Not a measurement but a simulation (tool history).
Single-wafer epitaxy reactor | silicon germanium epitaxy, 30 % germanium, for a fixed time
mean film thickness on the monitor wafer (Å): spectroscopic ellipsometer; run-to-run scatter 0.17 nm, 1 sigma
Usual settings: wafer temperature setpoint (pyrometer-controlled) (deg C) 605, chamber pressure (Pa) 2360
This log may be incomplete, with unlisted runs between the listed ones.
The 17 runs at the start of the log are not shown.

run,day,wafer temperature setpoint (pyrometer-controlled) (deg C),chamber pressure (Pa),"read-back reference wafer on the same gauge, thickness_nm",mean film thickness on the monitor wafer (Å)
18,54.525,615,2120,65.629,681.86
19,57.554,601,1813,65.618,465.06
20,59.833,617,2360,65.642,760.24
21,69.754,605,2360,65.769,594.98
# day 70.388: gauge calibrated
22,73.025,593,2173,63.684,427.61
# day 75.862: pyrometer calibrated
23,78.708,595,1840,63.767,399.75
24,83.167,605,2360,63.952,580.39
25,86.662,601,2520,63.855,553.38
# day 89.142: showerhead replaced
26,89.312,619,1933,63.878,678.28
# day 91.054: capacitance manometer re-zeroed and calibrated
27,91.075,593,2360,63.985,451.17
28,93.596,596,2613,63.977,512.37
29,96.508,605,2360,64.101,580.23
30,99.9,619,1933,64.064,681.27
31,103.25,594,2533,64.099,483.29
32,107.183,612,1880,64.123,580.95
33,109.888,599,2773,64.187,563.79
34,111.412,605,2360,64.268,583.25
35,119.658,611,2613,64.344,696.64
36,123.812,605,2360,64.418,582.76

3 options for the next run, each taken on its own from the tool as it stands now. Forecast them:
A,123.829,605,1960,?,?
B,123.829,619,2546,?,?
C,123.829,598,2786,?,?

run,"read-back reference wafer on the same gauge, thickness_nm",mean film thickness on the monitor wafer (Å)
A,64.432,518.03
B,64.432,806.97
C,64.432,553.04
With the hidden condition removed and each run's random variation left untouched, the same runs would have given:
run,mean film thickness on the monitor wafer (Å)
A,512.36
B,798.14
C,546.99
